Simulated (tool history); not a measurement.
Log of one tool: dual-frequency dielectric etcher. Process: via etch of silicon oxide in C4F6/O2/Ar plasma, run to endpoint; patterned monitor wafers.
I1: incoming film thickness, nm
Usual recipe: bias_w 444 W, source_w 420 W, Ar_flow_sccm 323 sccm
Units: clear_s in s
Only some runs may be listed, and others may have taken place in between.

{"run": 1, "hour": 0.0, "bias_w": 397, "source_w": 420, "Ar_flow_sccm": 323, "I1": 188.6, "clear_s": 41.8}
{"hour": 143.0, "done": "source power generator calibrated"}
{"run": 2, "hour": 173.3, "bias_w": 397, "source_w": 420, "Ar_flow_sccm": 323, "I1": 186.9, "clear_s": 41.5}
{"hour": 233.7, "done": "upper electrode replaced, of another model than before"}
{"run": 3, "hour": 238.9, "bias_w": 397, "source_w": 420, "Ar_flow_sccm": 323, "I1": 190.3, "clear_s": 42.4}
{"hour": 269.7, "done": "bias power generator calibrated"}
{"run": 4, "hour": 321.2, "bias_w": 444, "source_w": 420, "Ar_flow_sccm": 283, "I1": 191.3, "clear_s": 40.6}
{"run": 5, "hour": 398.4, "bias_w": 444, "source_w": 420, "Ar_flow_sccm": 323, "I1": 189.4, "clear_s": 41.1}
{"run": 6, "hour": 478.4, "bias_w": 444, "source_w": 420, "Ar_flow_sccm": 323, "I1": 190.7, "clear_s": 42.2}
{"hour": 557.7, "done": "wet clean of the chamber"}
{"run": 7, "hour": 571.5, "bias_w": 470, "source_w": 480, "Ar_flow_sccm": 323, "I1": 190.1, "clear_s": 38.9}
{"run": 8, "hour": 677.1, "bias_w": 470, "source_w": 480, "Ar_flow_sccm": 323, "I1": 191, "clear_s": 39.7}
{"run": 9, "hour": 737.6, "bias_w": 470, "source_w": 480, "Ar_flow_sccm": 323, "I1": 189.9, "clear_s": 39}
{"run": 10, "hour": 788.0, "bias_w": 444, "source_w": 490, "Ar_flow_sccm": 323, "I1": 188.1, "clear_s": 39.3}
{"run": 11, "hour": 865.4, "bias_w": 444, "source_w": 420, "Ar_flow_sccm": 323, "I1": 187.7, "clear_s": 40.7}
{"run": 12, "hour": 910.6, "bias_w": 444, "source_w": 370, "Ar_flow_sccm": 380, "I1": 189, "clear_s": 43.1}
{"hour": 920.3, "done": "Ar flow controller replaced"}
{"run": 13, "hour": 962.6, "bias_w": 444, "source_w": 360, "Ar_flow_sccm": 277, "I1": 189.6, "clear_s": 41.8}
{"hour": 1034.6, "done": "wet clean of the chamber"}
{"run": 14, "hour": 1050.6, "bias_w": 470, "source_w": 480, "Ar_flow_sccm": 323, "I1": 188.1, "clear_s": 38.6}
{"run": 15, "hour": 1133.3, "bias_w": 444, "source_w": 500, "Ar_flow_sccm": 323, "I1": 189.8, "clear_s": 39}
{"run": 16, "hour": 1190.7, "bias_w": 367, "source_w": 350, "Ar_flow_sccm": 351, "I1": 190, "clear_s": 45.5}
{"run": 17, "hour": 1248.9, "bias_w": 444, "source_w": 320, "Ar_flow_sccm": 323, "I1": 189.7, "clear_s": 42.8}
{"run": 18, "hour": 1302.5, "bias_w": 397, "source_w": 370, "Ar_flow_sccm": 323, "I1": 189.8, "clear_s": 43.9}
{"run": 19, "hour": 1339.4, "bias_w": 414, "source_w": 450, "Ar_flow_sccm": 323, "I1": 187.9, "clear_s": 41.4}
{"run": 20, "hour": 1439.3, "bias_w": 444, "source_w": 420, "Ar_flow_sccm": 323, "I1": 190.5, "clear_s": 42.3}
{"run": 21, "hour": 1497.4, "bias_w": 474, "source_w": 480, "Ar_flow_sccm": 390, "I1": 191.4, "clear_s": 41.4}
{"hour": 1600.1, "done": "wet clean of the chamber"}
{"run": 22, "hour": 1602.0, "bias_w": 504, "source_w": 520, "Ar_flow_sccm": 265, "I1": 189.3, "clear_s": 35.6}
{"run": 23, "hour": 1638.1, "bias_w": 444, "source_w": 420, "Ar_flow_sccm": 323, "I1": 188.3, "clear_s": 39.8}
{"run": 24, "hour": 1693.9, "bias_w": 444, "source_w": 420, "Ar_flow_sccm": 271, "I1": 188.6, "clear_s": 39.6}
{"run": 25, "hour": 1772.7, "bias_w": 509, "source_w": 420, "Ar_flow_sccm": 347, "I1": 188.6, "clear_s": 39.3}
{"run": 26, "hour": 1811.3, "bias_w": 444, "source_w": 460, "Ar_flow_sccm": 323, "I1": 189.3, "clear_s": 40.2}
{"run": 27, "hour": 1854.1, "bias_w": 492, "source_w": 360, "Ar_flow_sccm": 354, "I1": 189.5, "clear_s": 41.5}
{"run": 28, "hour": 1920.8, "bias_w": 444, "source_w": 320, "Ar_flow_sccm": 323, "I1": 192.4, "clear_s": 44.3}
{"run": 29, "hour": 1970.2, "bias_w": 359, "source_w": 470, "Ar_flow_sccm": 345, "I1": 188.9, "clear_s": 43.2}

Here are 4 independent what-if runs from the current tool condition. What would each one return?
{"run": "A", "hour": 1970.6, "bias_w": 444, "source_w": 420, "Ar_flow_sccm": 346, "I1": 188.4, "clear_s": "?"}
{"run": "B", "hour": 1970.6, "bias_w": 368, "source_w": 480, "Ar_flow_sccm": 361, "I1": 188.4, "clear_s": "?"}
{"run": "C", "hour": 1970.6, "bias_w": 554, "source_w": 390, "Ar_flow_sccm": 345, "I1": 188.4, "clear_s": "?"}
{"run": "D", "hour": 1970.6, "bias_w": 444, "source_w": 460, "Ar_flow_sccm": 293, "I1": 188.4, "clear_s": "?"}

run=A clear_s=41.4
run=B clear_s=42.7
run=C clear_s=39.2
run=D clear_s=39.5
Without the tool's unlogged condition, the same runs would have read:
run=A clear_s=40.5
run=B clear_s=41.9
run=C clear_s=38.4
run=D clear_s=38.7
